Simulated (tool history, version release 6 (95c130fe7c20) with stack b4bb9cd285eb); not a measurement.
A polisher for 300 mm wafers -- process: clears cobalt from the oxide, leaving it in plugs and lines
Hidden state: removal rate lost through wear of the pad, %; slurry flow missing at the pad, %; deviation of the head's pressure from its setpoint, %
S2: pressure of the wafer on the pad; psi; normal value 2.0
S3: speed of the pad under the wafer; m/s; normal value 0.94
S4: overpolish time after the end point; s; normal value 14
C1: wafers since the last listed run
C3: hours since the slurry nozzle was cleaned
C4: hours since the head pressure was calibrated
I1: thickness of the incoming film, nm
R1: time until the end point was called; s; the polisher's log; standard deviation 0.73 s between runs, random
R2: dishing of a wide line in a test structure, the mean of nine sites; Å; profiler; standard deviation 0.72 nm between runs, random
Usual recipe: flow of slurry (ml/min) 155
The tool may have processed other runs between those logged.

{"run": 1, "hour": 0.0, "flow of slurry (ml/min)": 155, "S2": 2.4, "S3": 0.94, "S4": 14, "C1": 0, "wafers polished on this pad": 3098, "C3": 4.6, "C4": 419.4, "I1": 224.1, "R1": 48.3, "R2": 325}
{"hour": 10.6, "done": "worn pad replaced by a new one"}
{"run": 2, "hour": 31.4, "flow of slurry (ml/min)": 155, "S2": 2.4, "S3": 0.94, "S4": 14, "C1": 402, "wafers polished on this pad": 304, "C3": 36.0, "C4": 450.8, "I1": 221.5, "R1": 48.6, "R2": 307}
{"run": 3, "hour": 80.1, "flow of slurry (ml/min)": 155, "S2": 2.0, "S3": 0.94, "S4": 11, "C1": 715, "wafers polished on this pad": 1019, "C3": 84.7, "C4": 499.5, "I1": 219.4, "R1": 54.6, "R2": 259}
{"run": 4, "hour": 126.2, "flow of slurry (ml/min)": 155, "S2": 2.0, "S3": 0.94, "S4": 11, "C1": 676, "wafers polished on this pad": 1696, "C3": 130.8, "C4": 545.6, "I1": 222.5, "R1": 55.5, "R2": 249}
{"run": 5, "hour": 181.6, "flow of slurry (ml/min)": 155, "S2": 2.0, "S3": 0.94, "S4": 18, "C1": 813, "wafers polished on this pad": 2510, "C3": 186.2, "C4": 601.0, "I1": 219.3, "R1": 55.0, "R2": 342}
{"run": 6, "hour": 230.6, "flow of slurry (ml/min)": 155, "S2": 2.0, "S3": 0.94, "S4": 14, "C1": 719, "wafers polished on this pad": 3230, "C3": 235.2, "C4": 650.0, "I1": 221.7, "R1": 54.5, "R2": 294}
{"hour": 240.7, "done": "worn pad replaced by a new one"}
{"run": 7, "hour": 255.2, "flow of slurry (ml/min)": 155, "S2": 2.0, "S3": 0.94, "S4": 14, "C1": 302, "wafers polished on this pad": 212, "C3": 259.8, "C4": 674.6, "I1": 222.0, "R1": 54.7, "R2": 306}
{"hour": 297.6, "done": "slurry nozzle cleaned"}
{"run": 8, "hour": 305.3, "flow of slurry (ml/min)": 155, "S2": 2.0, "S3": 0.94, "S4": 14, "C1": 721, "wafers polished on this pad": 933, "C3": 7.7, "C4": 724.7, "I1": 217.1, "R1": 55.0, "R2": 300}
{"run": 9, "hour": 335.0, "flow of slurry (ml/min)": 155, "S2": 2.0, "S3": 0.94, "S4": 14, "C1": 436, "wafers polished on this pad": 1369, "C3": 37.4, "C4": 754.4, "I1": 220.0, "R1": 54.7, "R2": 305}
{"run": 10, "hour": 372.8, "flow of slurry (ml/min)": 155, "S2": 2.0, "S3": 0.94, "S4": 14, "C1": 555, "wafers polished on this pad": 1925, "C3": 75.2, "C4": 792.2, "I1": 224.4, "R1": 55.8, "R2": 294}
{"hour": 425.8, "done": "worn pad replaced by a new one"}
{"run": 11, "hour": 428.0, "flow of slurry (ml/min)": 115, "S2": 2.0, "S3": 0.94, "S4": 14, "C1": 751, "wafers polished on this pad": 32, "C3": 130.4, "C4": 847.4, "I1": 223.1, "R1": 60.5, "R2": 282}
{"run": 12, "hour": 477.6, "flow of slurry (ml/min)": 155, "S2": 2.0, "S3": 0.94, "S4": 14, "C1": 728, "wafers polished on this pad": 760, "C3": 180.0, "C4": 897.0, "I1": 218.2, "R1": 55.1, "R2": 301}
{"run": 13, "hour": 517.7, "flow of slurry (ml/min)": 155, "S2": 1.8, "S3": 0.94, "S4": 14, "C1": 588, "wafers polished on this pad": 1349, "C3": 220.1, "C4": 937.1, "I1": 220.6, "R1": 59.3, "R2": 280}
{"hour": 537.5, "done": "slurry nozzle cleaned"}
{"hour": 542.8, "done": "head pressure recalibrated"}
{"run": 14, "hour": 543.7, "flow of slurry (ml/min)": 140, "S2": 2.0, "S3": 0.66, "S4": 21, "C1": 337, "wafers polished on this pad": 1687, "C3": 6.2, "C4": 0.9, "I1": 223.4, "R1": 79.6, "R2": 304}
{"run": 15, "hour": 591.6, "flow of slurry (ml/min)": 155, "S2": 2.0, "S3": 0.86, "S4": 14, "C1": 703, "wafers polished on this pad": 2390, "C3": 54.1, "C4": 48.8, "I1": 219.0, "R1": 60.4, "R2": 281}
{"hour": 620.7, "done": "worn pad replaced by a new one"}
{"run": 16, "hour": 628.5, "flow of slurry (ml/min)": 155, "S2": 2.0, "S3": 0.94, "S4": 14, "C1": 483, "wafers polished on this pad": 114, "C3": 91.0, "C4": 85.7, "I1": 221.4, "R1": 55.5, "R2": 308}
{"run": 17, "hour": 674.1, "flow of slurry (ml/min)": 155, "S2": 2.0, "S3": 0.94, "S4": 14, "C1": 669, "wafers polished on this pad": 784, "C3": 136.6, "C4": 131.3, "I1": 220.7, "R1": 55.0, "R2": 306}
{"run": 18, "hour": 698.5, "flow of slurry (ml/min)": 155, "S2": 2.0, "S3": 0.84, "S4": 14, "C1": 358, "wafers polished on this pad": 1142, "C3": 161.0, "C4": 155.7, "I1": 218.0, "R1": 61.0, "R2": 271}
{"run": 19, "hour": 764.2, "flow of slurry (ml/min)": 155, "S2": 2.0, "S3": 1.22, "S4": 8, "C1": 964, "wafers polished on this pad": 2107, "C3": 226.7, "C4": 221.4, "I1": 224.1, "R1": 42.8, "R2": 242}
{"run": 20, "hour": 801.4, "flow of slurry (ml/min)": 155, "S2": 2.0, "S3": 0.94, "S4": 14, "C1": 546, "wafers polished on this pad": 2653, "C3": 263.9, "C4": 258.6, "I1": 224.0, "R1": 54.3, "R2": 299}
{"hour": 808.8, "done": "worn pad replaced by a new one"}
{"hour": 850.1, "done": "slurry nozzle cleaned"}
{"run": 21, "hour": 853.7, "flow of slurry (ml/min)": 155, "S2": 2.4, "S3": 0.76, "S4": 16, "C1": 694, "wafers polished on this pad": 645, "C3": 3.6, "C4": 310.9, "I1": 218.9, "R1": 57.6, "R2": 307}
{"run": 22, "hour": 886.1, "flow of slurry (ml/min)": 155, "S2": 2.0, "S3": 0.82, "S4": 14, "C1": 475, "wafers polished on this pad": 1120, "C3": 36.0, "C4": 343.3, "I1": 218.5, "R1": 62.8, "R2": 278}
{"run": 23, "hour": 948.4, "flow of slurry (ml/min)": 155, "S2": 2.0, "S3": 0.94, "S4": 14, "C1": 914, "wafers polished on this pad": 2035, "C3": 98.3, "C4": 405.6, "I1": 218.7, "R1": 55.5, "R2": 296}
{"run": 24, "hour": 1001.3, "flow of slurry (ml/min)": 155, "S2": 1.5, "S3": 0.64, "S4": 22, "C1": 776, "wafers polished on this pad": 2812, "C3": 151.2, "C4": 458.5, "I1": 223.2, "R1": 102.1, "R2": 273}
{"hour": 1048.1, "done": "worn pad replaced by a new one"}
{"run": 25, "hour": 1062.4, "flow of slurry (ml/min)": 110, "S2": 1.7, "S3": 0.94, "S4": 17, "C1": 838, "wafers polished on this pad": 209, "C3": 212.3, "C4": 519.6, "I1": 219.7, "R1": 65.5, "R2": 294}
{"run": 26, "hour": 1087.9, "flow of slurry (ml/min)": 155, "S2": 2.0, "S3": 0.94, "S4": 14, "C1": 374, "wafers polished on this pad": 583, "C3": 237.8, "C4": 545.1, "I1": 223.0, "R1": 56.3, "R2": 298}

Branching from run 26: 5 alternative next runs. What would each branch give?
{"run": "A", "hour": 1088.3, "flow of slurry (ml/min)": 155, "S2": 2.0, "S3": 1.24, "S4": 14, "C1": 5, "wafers polished on this pad": 589, "C3": 238.2, "C4": 545.5, "I1": 220.2, "R1": "?", "R2": "?"}
{"run": "B", "hour": 1088.3, "flow of slurry (ml/min)": 155, "S2": 2.0, "S3": 0.94, "S4": 7, "C1": 5, "wafers polished on this pad": 589, "C3": 238.2, "C4": 545.5, "I1": 220.2, "R1": "?", "R2": "?"}
{"run": "C", "hour": 1088.3, "flow of slurry (ml/min)": 155, "S2": 2.0, "S3": 0.94, "S4": 8, "C1": 5, "wafers polished on this pad": 589, "C3": 238.2, "C4": 545.5, "I1": 220.2, "R1": "?", "R2": "?"}
{"run": "D", "hour": 1088.3, "flow of slurry (ml/min)": 155, "S2": 2.0, "S3": 0.76, "S4": 8, "C1": 5, "wafers polished on this pad": 589, "C3": 238.2, "C4": 545.5, "I1": 220.2, "R1": "?", "R2": "?"}
{"run": "E", "hour": 1088.3, "flow of slurry (ml/min)": 125, "S2": 1.5, "S3": 0.82, "S4": 14, "C1": 5, "wafers polished on this pad": 589, "C3": 238.2, "C4": 545.5, "I1": 220.2, "R1": "?", "R2": "?"}

run=A R1=41.2 R2=335
run=B R1=54.3 R2=185
run=C R1=54.3 R2=204
run=D R1=67.2 R2=175
run=E R1=81.4 R2=228
With no hidden state in the tool, these same runs would have given:
run=A R1=41.2 R2=335
run=B R1=54.3 R2=185
run=C R1=54.3 R2=204
run=D R1=67.2 R2=175
run=E R1=81.4 R2=228
